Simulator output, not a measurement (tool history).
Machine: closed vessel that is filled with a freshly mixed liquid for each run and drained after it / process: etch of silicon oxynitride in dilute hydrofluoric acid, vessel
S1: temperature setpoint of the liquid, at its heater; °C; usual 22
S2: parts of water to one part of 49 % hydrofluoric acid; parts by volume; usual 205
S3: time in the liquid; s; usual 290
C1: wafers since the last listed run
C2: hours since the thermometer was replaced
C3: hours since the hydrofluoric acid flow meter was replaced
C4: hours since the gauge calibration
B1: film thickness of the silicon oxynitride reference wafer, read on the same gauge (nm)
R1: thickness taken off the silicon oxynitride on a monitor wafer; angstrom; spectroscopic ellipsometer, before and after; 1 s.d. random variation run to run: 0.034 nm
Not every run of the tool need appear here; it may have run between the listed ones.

Run 1, day 0: usual settings; C1 0; C2 1874.8; C3 819.3; C4 826.8; B1 139.995. Result: R1 45.11 angstrom.
Run 2, day 2.146: usual settings but S1 25 °C; C1 4700; C2 1926.3; C3 870.8; C4 878.3; B1 139.972. Result: R1 51.6 angstrom.
At day 3.742: thermometer replaced.
Run 3, day 3.938: usual settings but S1 25 °C; C1 3833; C2 4.7; C3 913.8; C4 921.3; B1 140.027. Result: R1 53.38 angstrom.
Run 4, day 6.4: usual settings but S1 25 °C; C1 5394; C2 63.8; C3 972.9; C4 980.4; B1 139.977. Result: R1 52.98 angstrom.
Run 5, day 7.967: usual settings but S3 360 s; C1 3431; C2 101.4; C3 1010.5; C4 1018; B1 139.994. Result: R1 57.06 angstrom.
Run 6, day 9.375: usual settings but S3 360 s; C1 3085; C2 135.2; C3 1044.3; C4 1051.8; B1 140.013. Result: R1 57.87 angstrom.
Run 7, day 10.388: usual settings but S3 360 s; C1 2217; C2 159.5; C3 1068.6; C4 1076.1; B1 140.026. Result: R1 57.46 angstrom.
Run 8, day 12.979: usual settings; C1 5677; C2 221.7; C3 1130.8; C4 1138.3; B1 139.987. Result: R1 46.51 angstrom.
Run 9, day 15.242: usual settings but S3 145 s; C1 4956; C2 276; C3 1185.1; C4 1192.6; B1 139.984. Result: R1 22.87 angstrom.
Run 10, day 17.854: usual settings; C1 5722; C2 338.7; C3 1247.8; C4 1255.3; B1 139.993. Result: R1 45.35 angstrom.
At day 22.771: gauge calibrated.
Run 11, day 23.012: usual settings but S3 425 s; C1 11299; C2 462.5; C3 1371.6; C4 5.8; B1 140.016. Result: R1 66.46 angstrom.
At day 24.825: hydrofluoric acid flow meter replaced.
Run 12, day 24.912: usual settings but S1 27 °C, S3 390 s; C1 4070; C2 508.1; C3 2.1; C4 51.4; B1 139.983. Result: R1 80.37 angstrom.
Run 13, day 26.25: usual settings; C1 2929; C2 540.2; C3 34.2; C4 83.5; B1 139.949. Result: R1 47.86 angstrom.
Run 14, day 28.875: usual settings; C1 5750; C2 603.2; C3 97.2; C4 146.5; B1 139.994. Result: R1 48.16 angstrom.
Run 15, day 31.2: usual settings but S3 425 s; C1 5093; C2 659; C3 153; C4 202.3; B1 139.995. Result: R1 70.24 angstrom.
Run 16, day 34.2: usual settings but S1 24.5 °C, S2 130 parts by volume; C1 6571; C2 731; C3 225; C4 274.3; B1 140.035. Result: R1 89.09 angstrom.
Run 17, day 35.642: usual settings but S2 160 parts by volume, S3 390 s; C1 3158; C2 765.6; C3 259.6; C4 308.9; B1 139.979. Result: R1 83.78 angstrom.
Run 18, day 37.246: usual settings; C1 3514; C2 804.1; C3 298.1; C4 347.4; B1 139.954. Result: R1 47.24 angstrom.
Run 19, day 38.838: usual settings but S1 20 °C, S3 140 s; C1 3486; C2 842.3; C3 336.3; C4 385.6; B1 139.993. Result: R1 20.8 angstrom.
Run 20, day 39.996: usual settings; C1 2537; C2 870.1; C3 364.1; C4 413.4; B1 140.036. Result: R1 46.83 angstrom.
Run 21, day 42.821: usual settings but S2 120 parts by volume; C1 6188; C2 937.9; C3 431.9; C4 481.2; B1 139.991. Result: R1 84.77 angstrom.
Run 22, day 44.946: usual settings but S1 18.5 °C; C1 4655; C2 988.9; C3 482.9; C4 532.2; B1 139.999. Result: R1 39.84 angstrom.
Run 23, day 46.492: usual settings but S1 24.5 °C, S2 270 parts by volume, S3 420 s; C1 3386; C2 1026; C3 520; C4 569.3; B1 140.024. Result: R1 54.86 angstrom.
Run 24, day 48.4: usual settings but S1 24.5 °C, S2 270 parts by volume, S3 420 s; C1 4180; C2 1071.8; C3 565.8; C4 615.1; B1 140. Result: R1 54.21 angstrom.
Run 25, day 51.325: usual settings but S1 26 °C, S3 155 s; C1 6407; C2 1142; C3 636; C4 685.3; B1 139.985. Result: R1 29.55 angstrom.
Run 26, day 52.404: usual settings; C1 2364; C2 1167.9; C3 661.9; C4 711.2; B1 140.005. Result: R1 46.37 angstrom.
Run 27, day 54.008: usual settings but S2 275 parts by volume; C1 3514; C2 1206.4; C3 700.4; C4 749.7; B1 140.06. Result: R1 32.78 angstrom.
Run 28, day 55.596: usual settings but S1 17.5 °C, S2 130 parts by volume, S3 400 s; C1 3477; C2 1244.5; C3 738.5; C4 787.8; B1 140.006. Result: R1 85.04 angstrom.
Run 29, day 57.292: usual settings but S1 24.5 °C, S2 230 parts by volume, S3 175 s; C1 3714; C2 1285.2; C3 779.2; C4 828.5; B1 140.005. Result: R1 26.8 angstrom.
Run 30, day 59.321: usual settings but S1 23.5 °C, S3 360 s; C1 4445; C2 1333.9; C3 827.9; C4 877.2; B1 140.019. Result: R1 60.63 angstrom.
Run 31, day 62.183: usual settings but S1 19.5 °C, S2 285 parts by volume, S3 235 s; C1 6270; C2 1402.6; C3 896.6; C4 945.9; B1 140.03. Result: R1 22.42 angstrom.
Run 32, day 63.675: usual settings but S1 25.5 °C; C1 3267; C2 1438.4; C3 932.4; C4 981.7; B1 139.986. Result: R1 52.96 angstrom.
Run 33, day 64.871: usual settings but S1 25.5 °C, S2 295 parts by volume; C1 2619; C2 1467.1; C3 961.1; C4 1010.4; B1 139.944. Result: R1 34.78 angstrom.

The tool's hidden state at each run:
gauge reads high (%): 0, the same for each run
H1: liquid colder than its thermometer reads (K)
H2: hydrofluoric acid flow below the setpoint (%)
run      H1     H2
  1    0.95   3.62
  2   0.973   3.81
  3  0.0487   3.96
  4  0.0746   4.18
  5   0.091   4.32
  6   0.106   4.44
  7   0.116   4.53
  8   0.144   4.76
  9   0.167   4.95
 10   0.195   5.18
 11   0.249   5.64
 12   0.269  0.389
 13   0.283  0.506
 14   0.311  0.736
 15   0.335   0.94
 16   0.367    1.2
 17   0.382   1.33
 18   0.399   1.47
 19   0.415   1.61
 20   0.428   1.71
 21   0.457   1.96
 22    0.48   2.14
 23   0.496   2.28
 24   0.516   2.45
 25   0.547    2.7
 26   0.558    2.8
 27   0.575   2.94
 28   0.591   3.08
 29   0.609   3.22
 30   0.631    3.4
 31   0.661   3.65
 32   0.676   3.78
 33   0.689   3.89
